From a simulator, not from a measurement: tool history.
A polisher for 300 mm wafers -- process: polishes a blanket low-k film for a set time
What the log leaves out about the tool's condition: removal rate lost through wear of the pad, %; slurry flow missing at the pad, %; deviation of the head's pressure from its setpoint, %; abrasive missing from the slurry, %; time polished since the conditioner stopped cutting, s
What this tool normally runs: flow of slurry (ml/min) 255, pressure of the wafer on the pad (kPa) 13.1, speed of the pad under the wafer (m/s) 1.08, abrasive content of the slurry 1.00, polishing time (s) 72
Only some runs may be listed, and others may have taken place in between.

| run | day | flow of slurry (ml/min) | pressure of the wafer on the pad (kPa) | speed of the pad under the wafer (m/s) | abrasive content of the slurry | polishing time (s) | wafers since the last listed run | wafers polished on this pad | hours since the slurry nozzle was cleaned | hours since the head pressure was calibrated | hours since the slurry blender was calibrated | hours since the conditioning disc was replaced | incoming thickness of the incoming film, nm | film removed (Å) |
|---|---|---|---|---|---|---|---|---|---|---|---|---|---|---|
| 1 | 0.000 | 285 | 13.1 | 1.08 | 1.00 | 65 | 0 | 681 | 448.8 | 174.5 | 95.1 | 93.0 | 363.6 | 297 |
| 2 | 0.521 | 255 | 13.1 | 1.18 | 0.75 | 72 | 110 | 791 | 461.3 | 187.0 | 107.6 | 105.5 | 359.0 | 313 |
| 3 | 0.912 | 255 | 13.1 | 1.08 | 1.00 | 72 | 83 | 875 | 470.7 | 196.4 | 117.0 | 114.9 | 357.9 | 328 |
|  | 1.283 | slurry nozzle cleaned |
| 4 | 1.500 | 255 | 13.1 | 1.08 | 1.00 | 72 | 116 | 991 | 5.2 | 210.5 | 131.1 | 129.0 | 352.9 | 313 |
| 5 | 2.029 | 255 | 13.1 | 1.08 | 0.85 | 72 | 112 | 1104 | 17.9 | 223.2 | 143.8 | 141.7 | 363.6 | 297 |
|  | 2.575 | slurry blender recalibrated |
| 6 | 2.596 | 255 | 13.1 | 1.08 | 1.10 | 72 | 102 | 1207 | 31.5 | 236.8 | 0.5 | 155.3 | 358.7 | 320 |
|  | 2.788 | worn pad replaced by a new one |
| 7 | 2.808 | 255 | 9.0 | 1.08 | 1.00 | 72 | 9 | 4 | 36.6 | 241.9 | 5.6 | 160.4 | 360.2 | 211 |
| 8 | 3.162 | 255 | 13.1 | 1.08 | 1.00 | 49 | 75 | 79 | 45.1 | 250.4 | 14.1 | 168.9 | 359.5 | 207 |
| 9 | 3.808 | 255 | 13.1 | 1.08 | 1.20 | 72 | 137 | 217 | 60.6 | 265.9 | 29.6 | 184.4 | 362.2 | 308 |
| 10 | 4.467 | 255 | 11.7 | 1.08 | 1.00 | 72 | 140 | 357 | 76.4 | 281.7 | 45.4 | 200.2 | 357.9 | 267 |
| 11 | 4.800 | 255 | 13.1 | 1.18 | 0.75 | 72 | 70 | 428 | 84.4 | 289.7 | 53.4 | 208.2 | 363.9 | 269 |
|  | 4.917 | conditioning disc replaced and pad reconditioned |
| 12 | 5.250 | 255 | 13.1 | 1.18 | 0.80 | 72 | 78 | 506 | 95.2 | 300.5 | 64.2 | 8.0 | 360.1 | 336 |
| 13 | 5.671 | 340 | 15.9 | 1.20 | 0.80 | 72 | 89 | 596 | 105.3 | 310.6 | 74.3 | 18.1 | 354.8 | 422 |
| 14 | 6.100 | 255 | 13.1 | 1.08 | 1.15 | 72 | 91 | 687 | 115.6 | 320.9 | 84.6 | 28.4 | 355.5 | 359 |
| 15 | 6.425 | 315 | 13.1 | 1.28 | 1.15 | 48 | 69 | 756 | 123.4 | 328.7 | 92.4 | 36.2 | 365.7 | 261 |
| 16 | 8.388 | 195 | 17.2 | 1.08 | 1.00 | 72 | 417 | 1174 | 170.5 | 375.8 | 139.5 | 83.3 | 361.3 | 426 |
|  | 8.696 | slurry blender recalibrated |
| 17 | 8.783 | 255 | 13.1 | 1.18 | 0.80 | 72 | 66 | 1241 | 180.0 | 385.3 | 2.1 | 92.8 | 362.6 | 331 |
| 18 | 9.050 | 255 | 13.1 | 1.08 | 1.20 | 72 | 56 | 1297 | 186.4 | 391.7 | 8.5 | 99.2 | 367.3 | 346 |
|  | 9.221 | worn pad replaced by a new one |
| 19 | 9.467 | 210 | 13.1 | 1.18 | 1.00 | 88 | 53 | 52 | 196.4 | 401.7 | 18.5 | 109.2 | 361.2 | 408 |
| 20 | 10.125 | 255 | 10.3 | 1.08 | 1.00 | 72 | 140 | 192 | 212.2 | 417.5 | 34.3 | 125.0 | 359.0 | 259 |
| 21 | 10.471 | 255 | 13.1 | 1.08 | 0.85 | 56 | 73 | 266 | 220.5 | 425.8 | 42.6 | 133.3 | 355.2 | 239 |
| 22 | 11.154 | 255 | 13.1 | 1.08 | 1.00 | 72 | 145 | 411 | 236.9 | 442.2 | 59.0 | 149.7 | 357.4 | 313 |
| 23 | 11.467 | 190 | 13.1 | 1.08 | 1.00 | 72 | 66 | 478 | 244.4 | 449.7 | 66.5 | 157.2 | 360.5 | 300 |
| 24 | 12.050 | 320 | 13.1 | 0.76 | 1.00 | 48 | 124 | 602 | 258.4 | 463.7 | 80.5 | 171.2 | 358.5 | 173 |
|  | 12.183 | conditioning disc replaced and pad reconditioned |
| 25 | 12.579 | 325 | 9.0 | 1.08 | 0.90 | 87 | 94 | 697 | 271.1 | 476.4 | 93.2 | 9.5 | 358.2 | 280 |

Hidden state or all else? Some run-to-run changes of film removed (Å), split into what the settings, what came in and random variation would give without the hidden state, and what is left for the hidden state (with any gauge scatter that isn't in both results):
Run 8 -> 9: abrasive content of the slurry 1.00 -> 1.20, polishing time (s) 49 -> 72. film removed (Å) +101: hidden state -20, all else +121.
Run 11 -> 12: abrasive content of the slurry 0.75 -> 0.80, conditioning disc replaced and pad reconditioned. film removed (Å) +67: hidden state +55, all else +12.
Run 15 -> 16: flow of slurry (ml/min) 315 -> 195, pressure of the wafer on the pad (kPa) 13.1 -> 17.2, speed of the pad under the wafer (m/s) 1.28 -> 1.08, abrasive content of the slurry 1.15 -> 1.00, polishing time (s) 48 -> 72. film removed (Å) +165: hidden state -15, all else +180.
Run 19 -> 20: flow of slurry (ml/min) 210 -> 255, pressure of the wafer on the pad (kPa) 13.1 -> 10.3, speed of the pad under the wafer (m/s) 1.18 -> 1.08, polishing time (s) 88 -> 72. film removed (Å) -149: hidden state +9, all else -158.
